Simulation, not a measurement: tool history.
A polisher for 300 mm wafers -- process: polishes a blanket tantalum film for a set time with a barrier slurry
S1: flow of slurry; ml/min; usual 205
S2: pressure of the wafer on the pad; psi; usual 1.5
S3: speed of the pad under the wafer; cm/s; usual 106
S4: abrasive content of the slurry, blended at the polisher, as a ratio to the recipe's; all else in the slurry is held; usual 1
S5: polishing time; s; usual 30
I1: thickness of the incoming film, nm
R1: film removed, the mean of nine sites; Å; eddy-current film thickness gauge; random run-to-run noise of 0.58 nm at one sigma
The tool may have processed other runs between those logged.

run,hour,S1,S2,S3,S4,S5,I1,R1
1,0,205,1.5,98,1.15,30,308.2,453
2,10,235,1.5,106,1,30,313.8,470
3,21.9,205,1.5,106,1,30,308.6,472
# hour 28.2: worn pad replaced by a new one
4,28.8,205,1.5,106,1,30,311.3,467
5,71.9,205,1.8,106,1,30,306.9,527
# hour 74.9: slurry blender recalibrated
6,86.1,205,1.5,106,1.2,30,308.7,494
# hour 96: worn pad replaced by a new one
7,100.5,205,1.5,106,1.2,30,312.2,502
8,118.4,205,1.5,106,1,30,302.9,461
9,124.6,205,1.5,106,1,30,308.7,466
# hour 133: head pressure recalibrated
10,138.2,170,1,106,0.8,38,315.1,394
# hour 143.5: slurry nozzle cleaned
11,145.4,205,1.5,106,1,30,313.7,474
12,152,205,1.9,92,0.75,38,311.6,524
# hour 159.9: worn pad replaced by a new one
13,161.9,205,1.5,80,1,33,313.7,383
14,172.1,205,1.5,134,1,30,314.1,596
# hour 174.2: slurry blender recalibrated
15,179.7,265,1.5,106,1,30,307.2,474
16,201.3,185,2,106,0.75,30,306,476
17,210.8,265,1.5,106,1,30,308.4,486
# hour 217.9: worn pad replaced by a new one
18,223.7,260,1.5,70,0.75,40,312.7,357

Alternative continuations, all from the tool just after run 18; predict every row:
A,224.1,185,1.5,106,1,30,311.4,?
B,224.1,205,1.7,106,1,30,311.4,?
C,224.1,260,1.2,106,1,30,311.4,?
D,224.1,170,1.5,106,1,30,311.4,?

run,R1
A,467
B,515
C,416
D,463
Take away the tool's hidden state, keep each run's random variation, and the runs would have read:
run,R1
A,467
B,515
C,416
D,463
